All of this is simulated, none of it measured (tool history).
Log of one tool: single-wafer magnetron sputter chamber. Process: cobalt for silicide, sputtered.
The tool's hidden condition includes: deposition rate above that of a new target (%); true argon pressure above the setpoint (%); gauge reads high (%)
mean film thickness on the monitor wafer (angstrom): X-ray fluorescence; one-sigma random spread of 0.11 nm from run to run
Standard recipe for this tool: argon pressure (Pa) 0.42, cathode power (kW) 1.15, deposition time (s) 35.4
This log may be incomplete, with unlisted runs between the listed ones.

| run | hour | argon pressure (Pa) | cathode power (kW) | deposition time (s) | wafers since the last listed run | wafers on the sputter target | hours since the last manometer calibration | hours since the magnet pack was replaced | hours since the gauge calibration | read-back reference wafer on the same gauge, thickness_nm | mean film thickness on the monitor wafer (angstrom) |
|---|---|---|---|---|---|---|---|---|---|---|---|
| 1 | 0 | 0.42 | 1.15 | 32.4 | 0 | 11262 | 546.1 | 8904.2 | 1056.4 | 20.897 | 180.67 |
|  | 21.9 | sputter target and shields replaced |
| 2 | 44.1 | 0.42 | 1.15 | 32.4 | 642 | 394 | 590.2 | 8948.3 | 1100.5 | 20.902 | 189.89 |
| 3 | 144.5 | 0.42 | 1.15 | 32.4 | 1785 | 2180 | 690.6 | 9048.7 | 1200.9 | 20.944 | 186.29 |
| 4 | 213.1 | 0.42 | 1.15 | 35.4 | 1220 | 3401 | 759.2 | 9117.3 | 1269.5 | 20.891 | 200.4 |
| 5 | 284.8 | 0.42 | 1.15 | 35.4 | 1275 | 4676 | 830.9 | 9189 | 1341.2 | 20.875 | 199.31 |
| 6 | 391.4 | 0.42 | 1.15 | 35.4 | 1896 | 6572 | 937.5 | 9295.6 | 1447.8 | 20.969 | 199.6 |
| 7 | 478.1 | 0.42 | 0.95 | 38.1 | 1542 | 8115 | 1024.2 | 9382.3 | 1534.5 | 20.867 | 177.35 |
|  | 506.3 | capacitance manometer re-zeroed and calibrated |
| 8 | 527.6 | 0.42 | 0.95 | 38.1 | 738 | 8853 | 21.3 | 9431.8 | 1584 | 20.893 | 171.98 |
|  | 585.5 | sputter target and shields replaced |
| 9 | 623.8 | 0.42 | 1.15 | 35.4 | 1568 | 681 | 117.5 | 9528 | 1680.2 | 20.906 | 203.27 |
| 10 | 678.4 | 0.42 | 1.15 | 35.4 | 971 | 1652 | 172.1 | 9582.6 | 1734.8 | 20.894 | 200.04 |
| 11 | 740 | 0.42 | 1.15 | 35.4 | 1095 | 2748 | 233.7 | 9644.2 | 1796.4 | 20.883 | 198.42 |
| 12 | 846.8 | 0.42 | 1.15 | 35.4 | 1899 | 4648 | 340.5 | 9751 | 1903.2 | 20.92 | 197.06 |
|  | 854.3 | gauge calibrated |
| 13 | 907.2 | 0.42 | 1.15 | 35.4 | 1074 | 5722 | 400.9 | 9811.4 | 52.9 | 20.92 | 196.68 |
| 14 | 1003.2 | 0.42 | 1.15 | 35.4 | 1707 | 7430 | 496.9 | 9907.4 | 148.9 | 20.879 | 197.1 |
| 15 | 1047.2 | 0.42 | 1.15 | 35.4 | 782 | 8212 | 540.9 | 9951.4 | 192.9 | 20.948 | 197.22 |
| 16 | 1103.7 | 0.42 | 1.15 | 35.4 | 1005 | 9217 | 597.4 | 10007.9 | 249.4 | 20.92 | 194.89 |
| 17 | 1170.3 | 0.42 | 0.85 | 29.4 | 1184 | 10402 | 664 | 10074.5 | 316 | 20.904 | 119.9 |
|  | 1208.8 | sputter target and shields replaced |
| 18 | 1252 | 0.494 | 1.15 | 33.6 | 1311 | 769 | 745.7 | 10156.2 | 397.7 | 20.914 | 187.38 |
| 19 | 1306.6 | 0.42 | 1.15 | 35.4 | 971 | 1740 | 800.3 | 10210.8 | 452.3 | 20.85 | 201.19 |
| 20 | 1413.6 | 0.42 | 1.15 | 35.4 | 1903 | 3643 | 907.3 | 10317.8 | 559.3 | 20.896 | 198.95 |
| 21 | 1485.8 | 0.42 | 1.15 | 35.4 | 1284 | 4928 | 979.5 | 10390 | 631.5 | 20.944 | 200.34 |
|  | 1546.4 | capacitance manometer re-zeroed and calibrated |
| 22 | 1546.9 | 0.282 | 1.3 | 42.4 | 944 | 5872 | 0.5 | 10451.1 | 692.6 | 20.943 | 279.96 |
| 23 | 1582.1 | 0.42 | 1.15 | 30.4 | 626 | 6499 | 35.7 | 10486.3 | 727.8 | 20.967 | 166.29 |
|  | 1639.8 | magnet pack replaced |
| 24 | 1667.9 | 0.42 | 1.15 | 35.4 | 1383 | 7882 | 121.5 | 28.1 | 813.6 | 20.922 | 195.17 |
| 25 | 1714.1 | 0.42 | 1.15 | 30.3 | 821 | 8704 | 167.7 | 74.3 | 859.8 | 20.91 | 165.95 |
| 26 | 1785.8 | 0.27 | 1.15 | 35.4 | 1275 | 9980 | 239.4 | 146 | 931.5 | 20.968 | 205.12 |
|  | 1829.3 | sputter target and shields replaced |
| 27 | 1866.5 | 0.312 | 0.9 | 35.4 | 1293 | 662 | 320.1 | 226.7 | 1012.2 | 20.93 | 167.46 |
| 28 | 1918.1 | 0.485 | 1.25 | 35.4 | 917 | 1580 | 371.7 | 278.3 | 1063.8 | 20.857 | 213.83 |
| 29 | 1971.4 | 0.485 | 1.15 | 33.6 | 948 | 2528 | 425 | 331.6 | 1117.1 | 20.886 | 184.8 |
| 30 | 2015.9 | 0.42 | 1.15 | 35.4 | 791 | 3319 | 469.5 | 376.1 | 1161.6 | 20.887 | 198.19 |
| 31 | 2089.6 | 0.364 | 0.95 | 40.9 | 1311 | 4630 | 543.2 | 449.8 | 1235.3 | 20.924 | 194.66 |
| 32 | 2327.8 | 0.483 | 1 | 35.4 | 4237 | 8868 | 781.4 | 688 | 1473.5 | 20.901 | 168.05 |
|  | 2345.7 | sputter target and shields replaced |
| 33 | 2389.1 | 0.557 | 0.95 | 30.2 | 948 | 772 | 842.7 | 749.3 | 1534.8 | 20.891 | 138.83 |
| 34 | 2467.2 | 0.42 | 1.15 | 35.4 | 1389 | 2161 | 920.8 | 827.4 | 1612.9 | 20.927 | 205.74 |
| 35 | 2558.1 | 0.322 | 1.3 | 33.2 | 1616 | 3778 | 1011.7 | 918.3 | 1703.8 | 20.943 | 223.39 |

Consider 3 possible next runs. They are alternatives, not a sequence: every one starts from the tool as it was left by run 35. What does each give?
| A | 2558.5 | 0.349 | 1.15 | 35.4 | 7 | 3785 | 1012.1 | 918.7 | 1704.2 | ? | ? |
| B | 2558.5 | 0.584 | 1 | 35.4 | 7 | 3785 | 1012.1 | 918.7 | 1704.2 | ? | ? |
| C | 2558.5 | 0.42 | 1.35 | 35.4 | 7 | 3785 | 1012.1 | 918.7 | 1704.2 | ? | ? |

| run | read-back reference wafer on the same gauge, thickness_nm | mean film thickness on the monitor wafer (angstrom) |
|---|---|---|
| A | 20.875 | 209.43 |
| B | 20.875 | 167.79 |
| C | 20.875 | 239.79 |
The same runs, with their run-to-run variation unchanged, on a tool lacking any hidden condition would have given:
| run | mean film thickness on the monitor wafer (angstrom) |
|---|---|
| A | 214.79 |
| B | 169.32 |
| C | 244.69 |
